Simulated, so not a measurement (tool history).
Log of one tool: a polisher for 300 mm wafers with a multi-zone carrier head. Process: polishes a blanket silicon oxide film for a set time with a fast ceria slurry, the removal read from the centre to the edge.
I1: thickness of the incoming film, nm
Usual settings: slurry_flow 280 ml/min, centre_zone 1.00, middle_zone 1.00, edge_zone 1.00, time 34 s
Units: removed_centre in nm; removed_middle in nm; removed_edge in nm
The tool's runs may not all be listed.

run 1 hour=0.0 | slurry_flow=280 centre_zone=1.00 middle_zone=1.00 edge_zone=1.00 time=34 | I1=2618.0 | removed_centre=415.2 removed_middle=441.0 removed_edge=414.3
run 2 hour=28.3 | slurry_flow=280 centre_zone=1.00 middle_zone=1.00 edge_zone=1.00 time=34 | I1=2659.0 | removed_centre=415.4 removed_middle=440.9 removed_edge=424.6
-- hour=52.4 worn pad replaced by a new one
run 3 hour=58.0 | slurry_flow=280 centre_zone=1.00 middle_zone=1.00 edge_zone=1.00 time=34 | I1=2608.1 | removed_centre=420.7 removed_middle=430.7 removed_edge=417.0
-- hour=80.6 centre zone pressure recalibrated
run 4 hour=86.2 | slurry_flow=280 centre_zone=1.00 middle_zone=1.00 edge_zone=1.00 time=34 | I1=2631.9 | removed_centre=433.7 removed_middle=447.1 removed_edge=419.2
-- hour=102.0 carrier head's membrane replaced by a new one
run 5 hour=113.8 | slurry_flow=280 centre_zone=1.00 middle_zone=1.00 edge_zone=1.00 time=34 | I1=2621.0 | removed_centre=431.9 removed_middle=433.8 removed_edge=417.9
run 6 hour=139.8 | slurry_flow=280 centre_zone=1.00 middle_zone=1.00 edge_zone=1.00 time=34 | I1=2618.2 | removed_centre=428.3 removed_middle=438.9 removed_edge=411.1
run 7 hour=167.6 | slurry_flow=280 centre_zone=1.00 middle_zone=1.00 edge_zone=1.00 time=34 | I1=2600.9 | removed_centre=435.0 removed_middle=439.9 removed_edge=415.5
run 8 hour=181.2 | slurry_flow=280 centre_zone=1.00 middle_zone=1.00 edge_zone=1.00 time=34 | I1=2631.5 | removed_centre=426.8 removed_middle=439.1 removed_edge=420.8
-- hour=203.3 worn pad replaced by a new one, of another model than before
run 9 hour=206.0 | slurry_flow=280 centre_zone=1.00 middle_zone=1.00 edge_zone=1.00 time=34 | I1=2663.9 | removed_centre=428.6 removed_middle=446.0 removed_edge=419.0
run 10 hour=226.5 | slurry_flow=280 centre_zone=1.00 middle_zone=1.00 edge_zone=1.00 time=34 | I1=2641.7 | removed_centre=423.8 removed_middle=441.6 removed_edge=413.4
run 11 hour=244.3 | slurry_flow=280 centre_zone=1.00 middle_zone=0.90 edge_zone=0.95 time=34 | I1=2613.1 | removed_centre=422.9 removed_middle=403.2 removed_edge=399.1
run 12 hour=259.4 | slurry_flow=280 centre_zone=1.00 middle_zone=1.00 edge_zone=1.00 time=34 | I1=2624.1 | removed_centre=427.6 removed_middle=437.1 removed_edge=413.7
-- hour=269.8 slurry nozzle cleaned
run 13 hour=280.3 | slurry_flow=280 centre_zone=1.00 middle_zone=1.07 edge_zone=0.91 time=24 | I1=2640.5 | removed_centre=299.4 removed_middle=333.6 removed_edge=284.3
-- hour=308.4 edge zone pressure recalibrated
run 14 hour=313.8 | slurry_flow=305 centre_zone=1.00 middle_zone=1.00 edge_zone=0.92 time=34 | I1=2601.6 | removed_centre=428.2 removed_middle=441.7 removed_edge=404.0
-- hour=337.5 worn pad replaced by a new one
run 15 hour=404.0 | slurry_flow=325 centre_zone=1.00 middle_zone=1.00 edge_zone=1.00 time=34 | I1=2587.0 | removed_centre=430.7 removed_middle=449.6 removed_edge=417.1
run 16 hour=418.6 | slurry_flow=280 centre_zone=1.05 middle_zone=1.00 edge_zone=1.04 time=42 | I1=2568.7 | removed_centre=544.2 removed_middle=544.7 removed_edge=528.9
run 17 hour=438.9 | slurry_flow=305 centre_zone=1.00 middle_zone=1.00 edge_zone=0.92 time=34 | I1=2633.8 | removed_centre=423.6 removed_middle=445.1 removed_edge=402.3
run 18 hour=451.7 | slurry_flow=280 centre_zone=1.12 middle_zone=1.00 edge_zone=1.00 time=34 | I1=2625.9 | removed_centre=467.3 removed_middle=435.8 removed_edge=417.3
run 19 hour=476.1 | slurry_flow=305 centre_zone=1.00 middle_zone=1.00 edge_zone=0.92 time=34 | I1=2614.4 | removed_centre=424.9 removed_middle=445.3 removed_edge=406.3
-- hour=502.9 worn pad replaced by a new one
run 20 hour=507.9 | slurry_flow=380 centre_zone=0.93 middle_zone=1.05 edge_zone=1.00 time=30 | I1=2617.9 | removed_centre=358.8 removed_middle=415.2 removed_edge=375.8
run 21 hour=539.2 | slurry_flow=355 centre_zone=1.00 middle_zone=0.95 edge_zone=0.91 time=39 | I1=2603.1 | removed_centre=493.7 removed_middle=500.4 removed_edge=466.9
run 22 hour=567.7 | slurry_flow=280 centre_zone=1.07 middle_zone=1.04 edge_zone=1.00 time=34 | I1=2643.3 | removed_centre=446.7 removed_middle=460.9 removed_edge=421.6

The tool's hidden state at each run:
removal rate lost through wear of the pad, %: 0 in every run
slurry flow missing at the pad, %: 0 in every run
deviation of the edge zone's pressure from its setpoint, %: 0 in every run
H1: deviation of the centre zone's pressure from its setpoint, %
run=1 H1=-4.68
run=2 H1=-4.72
run=3 H1=-4.76
run=4 H1=0.037
run=5 H1=-0.416
run=6 H1=-0.799
run=7 H1=-1.17
run=8 H1=-1.33
run=9 H1=-1.61
run=10 H1=-1.82
run=11 H1=-1.99
run=12 H1=-2.13
run=13 H1=-2.3
run=14 H1=-2.55
run=15 H1=-3.08
run=16 H1=-3.15
run=17 H1=-3.24
run=18 H1=-3.29
run=19 H1=-3.39
run=20 H1=-3.5
run=21 H1=-3.59
run=22 H1=-3.67

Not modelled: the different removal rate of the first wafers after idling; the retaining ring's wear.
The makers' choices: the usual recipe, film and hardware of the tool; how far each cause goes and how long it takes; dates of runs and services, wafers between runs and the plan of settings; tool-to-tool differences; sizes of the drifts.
